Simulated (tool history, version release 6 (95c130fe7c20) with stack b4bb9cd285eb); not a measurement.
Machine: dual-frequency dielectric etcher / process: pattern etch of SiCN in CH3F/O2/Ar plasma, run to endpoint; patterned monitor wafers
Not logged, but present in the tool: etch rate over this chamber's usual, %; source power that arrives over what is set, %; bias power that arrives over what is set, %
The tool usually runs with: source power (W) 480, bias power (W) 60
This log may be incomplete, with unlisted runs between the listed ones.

run,hour,source power (W),bias power (W),wafers since the last listed run,hours since the last wet clean,hours since the last source power generator calibration,hours since the last bias power generator calibration,hours since the last upper electrode change,"incoming incoming film thickness, nm",endpoint time (s)
1,0.0,480,60,0,109.4,2271.8,2470.7,3624.4,10.20,28.2
2,61.0,480,60,980,170.4,2332.8,2531.7,3685.4,10.34,27.9
3,92.7,480,60,509,202.1,2364.5,2563.4,3717.1,10.22,28.4
4,140.5,480,60,768,249.9,2412.3,2611.2,3764.9,10.33,28.1
5,210.3,480,60,1121,319.7,2482.1,2681.0,3834.7,10.35,28.2
# hour 255.0: source power generator calibrated
6,271.7,560,60,922,381.1,16.7,2742.4,3896.1,10.38,26.9
7,329.6,560,60,930,439.0,74.6,2800.3,3954.0,10.41,26.1
# hour 375.1: upper electrode replaced
8,375.6,440,60,353,485.0,120.6,2846.3,0.5,10.30,28.2
# hour 414.2: wet clean of the chamber
9,414.7,440,47,242,0.5,159.7,2885.4,39.6,10.24,31.2
10,415.7,580,68,16,1.5,160.7,2886.4,40.6,10.24,26.8
11,473.5,580,68,929,59.3,218.5,2944.2,98.4,10.31,26.4
# hour 526.3: bias power generator calibrated
12,533.8,480,73,904,119.6,278.8,7.5,158.7,10.21,27.6
13,569.7,480,60,577,155.5,314.7,43.4,194.6,10.24,28.5
14,613.8,410,71,708,199.6,358.8,87.5,238.7,10.41,29.8
15,674.2,540,67,970,260.0,419.2,147.9,299.1,10.28,26.8

What differs in the tool's unlogged condition from the final listed run ahead of each entry between runs to the first listed run following it?
Between runs 5 and 6: source power generator calibrated (hour 255.0)
  etch rate over this chamber's usual, %: 4.02 -> 4.64
  measured result minus the result with no hidden state, endpoint time (s): -1.2 -> -1.2
Between runs 7 and 8: upper electrode replaced (hour 375.1)
  etch rate over this chamber's usual, %: 5.24 -> 5.71
  measured result minus the result with no hidden state, endpoint time (s): -1.3 -> -1.6
Between runs 8 and 9: wet clean of the chamber (hour 414.2)
  etch rate over this chamber's usual, %: 5.71 -> -0.683
  measured result minus the result with no hidden state, endpoint time (s): -1.6 -> +0.2
Between runs 11 and 12: bias power generator calibrated (hour 526.3)
  etch rate over this chamber's usual, %: -0.0823 -> 0.534
  measured result minus the result with no hidden state, endpoint time (s): +0.0 -> -0.1
